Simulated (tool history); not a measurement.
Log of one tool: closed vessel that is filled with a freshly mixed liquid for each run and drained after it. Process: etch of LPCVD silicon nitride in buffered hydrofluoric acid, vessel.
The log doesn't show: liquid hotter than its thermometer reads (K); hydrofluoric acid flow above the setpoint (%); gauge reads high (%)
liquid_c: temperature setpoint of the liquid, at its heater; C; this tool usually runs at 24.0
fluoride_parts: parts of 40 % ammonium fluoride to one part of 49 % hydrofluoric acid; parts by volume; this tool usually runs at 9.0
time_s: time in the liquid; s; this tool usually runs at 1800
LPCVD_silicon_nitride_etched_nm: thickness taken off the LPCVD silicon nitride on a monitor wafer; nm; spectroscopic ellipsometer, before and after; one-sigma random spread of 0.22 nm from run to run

run	hour	liquid_c	fluoride_parts	time_s	wafers since the last listed run	hours since the thermometer was replaced	hours since the hydrofluoric acid flow meter was replaced	hours since the gauge calibration	read-back film thickness of the LPCVD silicon nitride reference wafer, read on the same gauge (nm)	LPCVD_silicon_nitride_etched_nm
1	0.0	24.0	9.0	1800	0	926.6	550.3	749.9	29.99	28.08
2	41.0	24.0	9.0	1800	2250	967.6	591.3	790.9	29.99	28.18
3	109.9	24.0	9.0	1800	3781	1036.5	660.2	859.8	30.03	28.52
4	153.8	24.0	9.0	1800	2409	1080.4	704.1	903.7	29.97	29.04
5	224.6	24.0	9.0	1800	3886	1151.2	774.9	974.5	30.01	29.13
6	277.7	24.0	9.0	1800	2914	1204.3	828.0	1027.6	30.00	29.27
7	386.8	24.0	9.0	2510	5988	1313.4	937.1	1136.7	30.00	41.53
# hour 414.9: hydrofluoric acid flow meter replaced
# hour 425.4: gauge calibrated
8	446.0	24.0	9.0	2510	3194	1372.6	31.1	20.6	30.02	36.89
9	514.2	24.0	9.0	1800	3743	1440.8	99.3	88.8	29.98	27.05
# hour 579.5: thermometer replaced
10	606.8	21.0	6.5	1265	5028	27.3	191.9	181.4	30.01	21.50
11	652.0	24.0	7.0	1800	2481	72.5	237.1	226.6	30.00	33.59
12	752.8	24.0	9.0	1800	5533	173.3	337.9	327.4	30.01	26.50
13	815.3	24.0	6.0	2075	3430	235.8	400.4	389.9	29.97	45.75
14	897.3	24.0	9.0	1800	4501	317.8	482.4	471.9	30.04	27.83
15	973.7	19.5	5.5	2875	4193	394.2	558.8	548.3	29.99	54.67
16	1031.8	24.0	10.0	1800	3189	452.3	616.9	606.4	30.01	25.52
17	1114.6	28.5	8.0	2140	4544	535.1	699.7	689.2	29.99	48.42

Here are 4 independent what-if runs from the current tool condition. What would each one return?
A	1115.8	24.0	9.0	1800	65	536.3	700.9	690.4	?	?
B	1115.8	27.0	8.0	2685	65	536.3	700.9	690.4	?	?
C	1115.8	19.5	8.0	1800	65	536.3	700.9	690.4	?	?
D	1115.8	28.0	7.5	1800	65	536.3	700.9	690.4	?	?

run	read-back film thickness of the LPCVD silicon nitride reference wafer, read on the same gauge (nm)	LPCVD_silicon_nitride_etched_nm
A	30.02	28.49
B	30.02	56.70
C	30.02	25.27
D	30.02	42.83
Take away the tool's hidden state, keep each run's random variation, and the runs would have read:
run	LPCVD_silicon_nitride_etched_nm
A	24.78
B	49.37
C	21.95
D	37.43
